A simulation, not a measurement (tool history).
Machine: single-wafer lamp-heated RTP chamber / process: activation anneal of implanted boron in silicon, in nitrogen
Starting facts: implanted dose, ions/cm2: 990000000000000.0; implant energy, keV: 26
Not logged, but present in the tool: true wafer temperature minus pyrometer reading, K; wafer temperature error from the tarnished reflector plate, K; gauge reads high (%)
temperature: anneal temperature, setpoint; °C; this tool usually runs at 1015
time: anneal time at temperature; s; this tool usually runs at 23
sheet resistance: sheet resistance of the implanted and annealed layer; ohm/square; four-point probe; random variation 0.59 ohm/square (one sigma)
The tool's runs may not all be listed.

| run | hour | temperature | time | wafers since the last listed run | wafers since the last pyrometer calibration | wafers since the reflector plate was cleaned | hours since the gauge calibration | read-back reference wafer on the same gauge, sheet resistance | sheet resistance |
|---|---|---|---|---|---|---|---|---|---|
| 1 | 0 | 1015 | 15 | 0 | 3591 | 8154 | 656.2 | 93.63 | 118.47 |
| 2 | 24.2 | 1015 | 23 | 175 | 3766 | 8330 | 680.4 | 93.65 | 117.23 |
| 3 | 54.5 | 1015 | 23 | 219 | 3986 | 8550 | 710.7 | 93.76 | 117.34 |
| 4 | 87.8 | 1037 | 23 | 241 | 4228 | 8792 | 744 | 93.8 | 115.77 |
| 5 | 118.9 | 1037 | 23 | 225 | 4454 | 9018 | 775.1 | 93.86 | 115.94 |
| 6 | 145.1 | 1001 | 23 | 190 | 4644 | 9208 | 801.3 | 94.08 | 119.54 |
| 7 | 163.6 | 1001 | 23 | 134 | 4778 | 9342 | 819.8 | 94.21 | 119.68 |
| 8 | 183.5 | 1015 | 23 | 144 | 4923 | 9487 | 839.7 | 94.29 | 117.95 |
| 9 | 213.4 | 1015 | 23 | 217 | 5140 | 9704 | 869.6 | 94.48 | 118.19 |
|  | 231.6 | gauge calibrated |
| 10 | 234.5 | 998 | 23 | 153 | 5293 | 9857 | 2.9 | 91.35 | 116.96 |
| 11 | 246.9 | 998 | 23 | 90 | 5383 | 9947 | 15.3 | 91.32 | 117.27 |
| 12 | 263.6 | 1015 | 30 | 121 | 5504 | 10068 | 32 | 91.38 | 113.81 |
| 13 | 294.6 | 1035 | 23 | 225 | 5729 | 10293 | 63 | 91.54 | 112.46 |
| 14 | 330.1 | 1035 | 23 | 257 | 5987 | 10551 | 98.5 | 91.68 | 113.66 |
| 15 | 361.1 | 1035 | 23 | 225 | 6212 | 10776 | 129.5 | 91.68 | 112.61 |
| 16 | 448.9 | 1015 | 23 | 637 | 6850 | 11414 | 217.3 | 92.05 | 114.75 |
| 17 | 465.4 | 992 | 17 | 119 | 6969 | 11533 | 233.8 | 92.1 | 121.45 |
| 18 | 494.1 | 1015 | 23 | 208 | 7178 | 11742 | 262.5 | 92.23 | 115.99 |
|  | 513.7 | pyrometer window cleaned and pyrometer calibrated |
| 19 | 514.2 | 1015 | 23 | 87 | 3 | 11830 | 282.6 | 92.33 | 114.49 |
| 20 | 532.4 | 1015 | 23 | 132 | 135 | 11962 | 300.8 | 92.3 | 115.15 |
| 21 | 551.4 | 1004 | 23 | 137 | 273 | 12100 | 319.8 | 92.46 | 116.2 |
| 22 | 575.9 | 993 | 29 | 177 | 451 | 12277 | 344.3 | 92.4 | 119.57 |
|  | 590.2 | reflector plate cleaned |
| 23 | 604.4 | 986 | 23 | 148 | 600 | 103 | 372.8 | 92.75 | 124.34 |
| 24 | 617.6 | 996 | 27 | 95 | 696 | 199 | 386 | 92.65 | 119.26 |
| 25 | 653.6 | 1030 | 16 | 261 | 957 | 460 | 422 | 92.73 | 114.95 |
| 26 | 669.3 | 1004 | 12 | 113 | 1071 | 574 | 437.7 | 92.82 | 119.35 |
| 27 | 704.9 | 1031 | 28 | 258 | 1330 | 832 | 473.3 | 92.87 | 113.95 |
| 28 | 731 | 1015 | 23 | 189 | 1519 | 1022 | 499.4 | 93.04 | 115.4 |
| 29 | 743.1 | 995 | 23 | 87 | 1607 | 1110 | 511.5 | 92.95 | 120.91 |
| 30 | 761.4 | 993 | 30 | 132 | 1740 | 1243 | 529.8 | 93.2 | 119.99 |

Predict each of these 3 candidate next runs independently; none follows another, all start after run 30:
| A | 761.8 | 1015 | 34 | 2 | 1743 | 1245 | 530.2 | ? | ? |
| B | 761.8 | 1015 | 29 | 2 | 1743 | 1245 | 530.2 | ? | ? |
| C | 761.8 | 1035 | 35 | 2 | 1743 | 1245 | 530.2 | ? | ? |

| run | read-back reference wafer on the same gauge, sheet resistance | sheet resistance |
|---|---|---|
| A | 93.15 | 116.12 |
| B | 93.15 | 116.33 |
| C | 93.15 | 114.56 |
Without the tool's hidden state the same runs would have given:
| run | sheet resistance |
|---|---|
| A | 113.49 |
| B | 113.7 |
| C | 111.97 |

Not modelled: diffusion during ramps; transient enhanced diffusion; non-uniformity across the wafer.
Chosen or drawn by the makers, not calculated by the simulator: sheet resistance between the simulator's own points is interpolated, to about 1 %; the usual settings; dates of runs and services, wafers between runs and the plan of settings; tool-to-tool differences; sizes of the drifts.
